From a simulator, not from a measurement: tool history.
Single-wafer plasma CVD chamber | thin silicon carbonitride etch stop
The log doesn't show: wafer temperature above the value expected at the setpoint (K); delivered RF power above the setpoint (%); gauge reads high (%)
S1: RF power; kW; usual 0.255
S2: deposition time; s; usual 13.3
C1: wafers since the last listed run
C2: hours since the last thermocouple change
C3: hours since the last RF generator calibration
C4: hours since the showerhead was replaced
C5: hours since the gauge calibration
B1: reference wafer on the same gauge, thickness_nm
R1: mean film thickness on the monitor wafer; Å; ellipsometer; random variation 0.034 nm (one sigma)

run    hour     S1    S2    C1      C2      C3      C4      C5     B1     R1
  1     0.0  0.255  13.3     0   854.4   983.6  3268.7   731.2  6.786  71.15
  2    44.5  0.255  13.3  1433   898.9  1028.1  3313.2   775.7  6.772  71.23
  3   109.8  0.255  13.3  2103   964.2  1093.4  3378.5   841.0  6.802  72.33
      159.1  -- RF generator calibrated
  4   181.8  0.255  13.3  2061  1036.2    22.7  3450.5   913.0  6.808  72.15
  5   250.4  0.255  13.3  2210  1104.8    91.3  3519.1   981.6  6.818  72.33
  6   308.7  0.255  13.3  1878  1163.1   149.6  3577.4  1039.9  6.850  73.19
  7   399.8  0.290  13.3  2935  1254.2   240.7  3668.5  1131.0  6.852  77.39
  8   477.9  0.290  13.3  2516  1332.3   318.8  3746.6  1209.1  6.892  77.07
  9   550.7  0.255  13.3  2345  1405.1   391.6  3819.4  1281.9  6.920  72.80
 10   619.8  0.235  13.3  2226  1474.2   460.7  3888.5  1351.0  6.917  70.60
 11   705.8  0.235  13.3  2770  1560.2   546.7  3974.5  1437.0  6.966  70.92
      761.4  -- thermocouple changed; heater temperature recalibrated
 12   783.0  0.235  13.3  2229    21.6   623.9  4051.7  1514.2  7.005  70.69
 13   835.7  0.225  13.3  1697    74.3   676.6  4104.4  1566.9  7.007  69.81
      869.4  -- gauge calibrated
 14   881.3  0.295  11.7  1469   119.9   722.2  4150.0    11.9  6.654  65.93
 15   972.8  0.305  15.8  2947   211.4   813.7  4241.5   103.4  6.657  91.56
 16  1050.5  0.275  12.5  2503   289.1   891.4  4319.2   181.1  6.646  68.45
 17  1096.6  0.210  12.6  1485   335.2   937.5  4365.3   227.2  6.655  59.94
     1144.2  -- showerhead replaced
 18  1163.7  0.255  13.3  1904   402.3  1004.6    19.5   294.3  6.652  70.08
 19  1268.5  0.240  13.3  3376   507.1  1109.4   124.3   399.1  6.691  68.26
     1331.2  -- RF generator calibrated
 20  1351.7  0.255  13.3  2422   590.3    20.5   207.5   482.3  6.684  70.96
 21  1430.4  0.255  13.3  2535   669.0    99.2   286.2   561.0  6.713  70.13
 22  1487.2  0.255  13.3  1829   725.8   156.0   343.0   617.8  6.699  70.88
 23  1549.0  0.280  13.3  1991   787.6   217.8   404.8   679.6  6.704  74.26
 24  1642.3  0.210  14.2  3005   880.9   311.1   498.1   772.9  6.721  68.09

Run 25 comes next. What will it give?
 25  1697.9  0.280  14.1  1791  936.5  366.7  553.7  828.5   ?   ?

B1: 6.743
R1: 78.86 Å
Without the tool's hidden state the same run would have given R1 78.40 Å.

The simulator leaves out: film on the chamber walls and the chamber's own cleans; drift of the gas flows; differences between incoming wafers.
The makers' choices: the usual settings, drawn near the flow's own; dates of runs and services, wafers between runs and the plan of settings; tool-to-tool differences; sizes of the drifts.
